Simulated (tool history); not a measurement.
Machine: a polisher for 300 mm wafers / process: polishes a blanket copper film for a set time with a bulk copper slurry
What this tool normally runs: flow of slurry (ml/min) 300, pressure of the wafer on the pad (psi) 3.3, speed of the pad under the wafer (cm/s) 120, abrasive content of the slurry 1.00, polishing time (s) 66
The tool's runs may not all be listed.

| run | hour | flow of slurry (ml/min) | pressure of the wafer on the pad (psi) | speed of the pad under the wafer (cm/s) | abrasive content of the slurry | polishing time (s) | incoming thickness of the incoming film, nm | film removed (nm) |
|---|---|---|---|---|---|---|---|---|
| 1 | 0.0 | 300 | 3.3 | 120 | 1.00 | 66 | 3762.9 | 727.4 |
| 2 | 51.9 | 300 | 3.3 | 120 | 1.00 | 66 | 3731.0 | 704.8 |
| 3 | 94.2 | 300 | 3.3 | 120 | 1.00 | 66 | 3749.0 | 709.6 |
| 4 | 181.2 | 240 | 3.3 | 120 | 1.00 | 66 | 3767.4 | 702.0 |
|  | 188.5 | worn pad replaced by a new one |
| 5 | 251.1 | 240 | 3.3 | 120 | 1.00 | 66 | 3701.9 | 686.2 |
|  | 319.3 | slurry nozzle cleaned |
| 6 | 335.4 | 300 | 3.3 | 120 | 1.00 | 88 | 3756.6 | 920.2 |
| 7 | 385.1 | 200 | 3.3 | 102 | 0.70 | 82 | 3709.5 | 637.3 |
|  | 483.0 | head pressure recalibrated |
|  | 538.9 | slurry blender recalibrated, repeated, since the last time left the tool worse |
| 8 | 649.7 | 260 | 2.2 | 148 | 1.15 | 66 | 3719.6 | 777.9 |
| 9 | 732.7 | 300 | 3.3 | 120 | 1.00 | 66 | 3700.9 | 780.5 |
| 10 | 819.1 | 205 | 4.2 | 82 | 1.00 | 46 | 3717.8 | 422.4 |
|  | 858.3 | worn pad replaced by a new one |
| 11 | 876.6 | 300 | 3.3 | 120 | 1.00 | 75 | 3701.6 | 875.5 |
| 12 | 960.4 | 300 | 2.7 | 88 | 1.00 | 66 | 3766.8 | 496.2 |
| 13 | 1003.2 | 200 | 3.3 | 102 | 0.70 | 82 | 3718.2 | 723.6 |
| 14 | 1058.6 | 265 | 4.2 | 120 | 1.10 | 79 | 3768.8 | 1102.8 |
| 15 | 1119.7 | 205 | 2.5 | 106 | 1.00 | 66 | 3683.9 | 540.3 |
| 16 | 1196.4 | 300 | 2.2 | 120 | 1.00 | 66 | 3761.5 | 583.8 |
|  | 1255.5 | slurry nozzle cleaned |
| 17 | 1274.8 | 210 | 3.3 | 120 | 1.15 | 66 | 3735.8 | 745.8 |
| 18 | 1314.7 | 300 | 3.3 | 120 | 1.00 | 66 | 3728.6 | 760.0 |
|  | 1365.1 | slurry blender recalibrated |
| 19 | 1421.7 | 300 | 3.3 | 120 | 1.00 | 82 | 3817.0 | 976.4 |
| 20 | 1494.6 | 300 | 3.3 | 120 | 1.00 | 84 | 3764.3 | 991.4 |
|  | 1506.5 | worn pad replaced by a new one |
| 21 | 1541.2 | 300 | 3.3 | 120 | 1.00 | 66 | 3766.1 | 797.0 |
| 22 | 1588.1 | 300 | 3.3 | 120 | 1.00 | 66 | 3795.5 | 812.1 |
| 23 | 1689.6 | 300 | 3.3 | 120 | 1.00 | 66 | 3808.7 | 781.0 |
| 24 | 1736.5 | 300 | 4.4 | 120 | 1.00 | 66 | 3836.1 | 973.6 |
| 25 | 1791.9 | 300 | 3.3 | 98 | 1.20 | 66 | 3698.5 | 676.4 |
| 26 | 1881.2 | 330 | 3.3 | 120 | 1.15 | 66 | 3793.7 | 819.4 |
|  | 1901.1 | head pressure recalibrated |
| 27 | 2089.5 | 300 | 2.3 | 120 | 1.00 | 60 | 3710.3 | 551.2 |
|  | 2097.5 | slurry blender recalibrated |
|  | 2166.5 | slurry nozzle cleaned |
|  | 2167.6 | worn pad replaced by a new one |
| 28 | 2180.6 | 220 | 3.3 | 120 | 1.30 | 66 | 3760.9 | 823.1 |
| 29 | 2227.1 | 370 | 3.3 | 120 | 0.80 | 82 | 3716.9 | 943.4 |

Branching from run 29: 5 alternative next runs. What would each branch give?
| A | 2227.5 | 300 | 3.3 | 120 | 1.00 | 66 | 3798.1 | ? |
| B | 2227.5 | 200 | 3.3 | 120 | 1.00 | 66 | 3798.1 | ? |
| C | 2227.5 | 360 | 2.7 | 120 | 1.00 | 66 | 3798.1 | ? |
| D | 2227.5 | 345 | 3.6 | 120 | 1.20 | 43 | 3798.1 | ? |
| E | 2227.5 | 300 | 3.3 | 104 | 1.00 | 45 | 3798.1 | ? |

| run | film removed (nm) |
|---|---|
| A | 797.2 |
| B | 763.8 |
| C | 706.5 |
| D | 584.8 |
| E | 471.1 |
Without the tool's unlogged condition, the same runs would have read:
| run | film removed (nm) |
|---|---|
| A | 806.5 |
| B | 772.6 |
| C | 714.7 |
| D | 591.8 |
| E | 476.6 |
